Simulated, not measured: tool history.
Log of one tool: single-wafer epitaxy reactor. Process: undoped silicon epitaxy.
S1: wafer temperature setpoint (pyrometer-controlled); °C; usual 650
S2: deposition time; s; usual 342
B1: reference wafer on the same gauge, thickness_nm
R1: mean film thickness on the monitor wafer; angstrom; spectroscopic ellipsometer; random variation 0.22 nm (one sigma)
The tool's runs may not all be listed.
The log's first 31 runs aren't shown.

run,hour,S1,S2,B1,R1
32,393.5,650,342,60.709,626.09
33,403.9,654,371,60.703,729.7
34,412.1,665,277,60.775,676.37
35,425.3,640,275,60.675,408.34
36,439.1,660,382,60.655,845.01
37,449.6,661,363,60.743,822.64
38,464.7,650,342,60.691,624.62
39,482.5,658,395,60.704,844.66
40,496.8,658,405,60.675,862.94
41,508.1,639,322,60.746,475.2
42,524.7,650,342,60.659,628.26
43,565.8,650,397,60.695,724.88
44,577.6,650,342,60.758,624.06

4 ways to go on from here, each from the tool as it stands after run 44. What would each give?
A,578.1,662,342,?,?
B,578.1,650,274,?,?
C,578.1,642,407,?,?
D,578.1,645,294,?,?

run,B1,R1
A,60.736,795.14
B,60.736,503.38
C,60.736,637.08
D,60.736,488.83
Without the tool's hidden state the same runs would have given:
run,R1
A,774.59
B,490.06
C,619.97
D,475.77
